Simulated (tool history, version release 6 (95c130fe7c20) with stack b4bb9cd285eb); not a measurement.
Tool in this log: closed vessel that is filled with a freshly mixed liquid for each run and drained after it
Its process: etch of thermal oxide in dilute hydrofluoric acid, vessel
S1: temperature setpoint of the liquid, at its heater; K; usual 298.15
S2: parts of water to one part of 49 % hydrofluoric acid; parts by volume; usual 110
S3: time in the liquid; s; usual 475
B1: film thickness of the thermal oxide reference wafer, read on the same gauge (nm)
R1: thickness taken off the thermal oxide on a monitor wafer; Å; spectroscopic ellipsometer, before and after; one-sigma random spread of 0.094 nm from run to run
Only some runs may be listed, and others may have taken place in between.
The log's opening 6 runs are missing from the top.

{"hour": 67.3, "done": "hydrofluoric acid flow meter replaced"}
{"run": 7, "hour": 72.4, "S1": 298.15, "S2": 110, "S3": 475, "B1": 49.98, "R1": 219.3}
{"run": 8, "hour": 81.4, "S1": 298.15, "S2": 135, "S3": 340, "B1": 50.01, "R1": 124.8}
{"run": 9, "hour": 97.5, "S1": 298.15, "S2": 135, "S3": 340, "B1": 49.99, "R1": 124.4}
{"hour": 97.9, "done": "gauge calibrated"}
{"run": 10, "hour": 112.3, "S1": 298.15, "S2": 110, "S3": 475, "B1": 49.95, "R1": 219.5}
{"hour": 122.2, "done": "thermometer replaced"}
{"run": 11, "hour": 126.5, "S1": 298.15, "S2": 150, "S3": 475, "B1": 49.97, "R1": 139.9}
{"run": 12, "hour": 141.7, "S1": 295.65, "S2": 110, "S3": 475, "B1": 50, "R1": 180.4}
{"run": 13, "hour": 148.1, "S1": 296.15, "S2": 85, "S3": 475, "B1": 49.96, "R1": 244.6}
{"run": 14, "hour": 165.4, "S1": 298.15, "S2": 65, "S3": 335, "B1": 49.99, "R1": 251.6}
{"run": 15, "hour": 180.7, "S1": 298.15, "S2": 110, "S3": 475, "B1": 50.02, "R1": 197.6}
{"run": 16, "hour": 195.7, "S1": 297.15, "S2": 110, "S3": 475, "B1": 49.98, "R1": 191.1}
{"run": 17, "hour": 211.0, "S1": 301.15, "S2": 140, "S3": 650, "B1": 50.06, "R1": 229.6}
{"run": 18, "hour": 222.2, "S1": 303.15, "S2": 95, "S3": 395, "B1": 50, "R1": 236.3}
{"run": 19, "hour": 237.6, "S1": 294.15, "S2": 125, "S3": 550, "B1": 50, "R1": 170.4}
{"run": 20, "hour": 248.7, "S1": 298.15, "S2": 110, "S3": 635, "B1": 49.98, "R1": 266}
{"run": 21, "hour": 256.7, "S1": 298.15, "S2": 125, "S3": 475, "B1": 49.98, "R1": 171.8}
{"run": 22, "hour": 266.0, "S1": 298.15, "S2": 110, "S3": 475, "B1": 50.03, "R1": 200.5}
{"run": 23, "hour": 273.2, "S1": 295.15, "S2": 85, "S3": 625, "B1": 49.98, "R1": 311}
{"run": 24, "hour": 283.3, "S1": 298.15, "S2": 110, "S3": 475, "B1": 49.99, "R1": 198.2}
{"run": 25, "hour": 298.3, "S1": 298.15, "S2": 110, "S3": 475, "B1": 50.01, "R1": 197.6}
{"run": 26, "hour": 311.8, "S1": 295.65, "S2": 80, "S3": 710, "B1": 50, "R1": 386.1}
{"run": 27, "hour": 327.3, "S1": 296.65, "S2": 65, "S3": 390, "B1": 50, "R1": 279.7}
{"run": 28, "hour": 341.7, "S1": 298.15, "S2": 75, "S3": 720, "B1": 50.01, "R1": 465.7}

For run 29, what comes out?
{"run": 29, "hour": 349.5, "S1": 300.65, "S2": 155, "S3": 475, "B1": "?", "R1": "?"}

B1: 50
R1: 148 Å
If the tool had no hidden condition, the same run with the same run-to-run variation would have returned R1 146 Å.

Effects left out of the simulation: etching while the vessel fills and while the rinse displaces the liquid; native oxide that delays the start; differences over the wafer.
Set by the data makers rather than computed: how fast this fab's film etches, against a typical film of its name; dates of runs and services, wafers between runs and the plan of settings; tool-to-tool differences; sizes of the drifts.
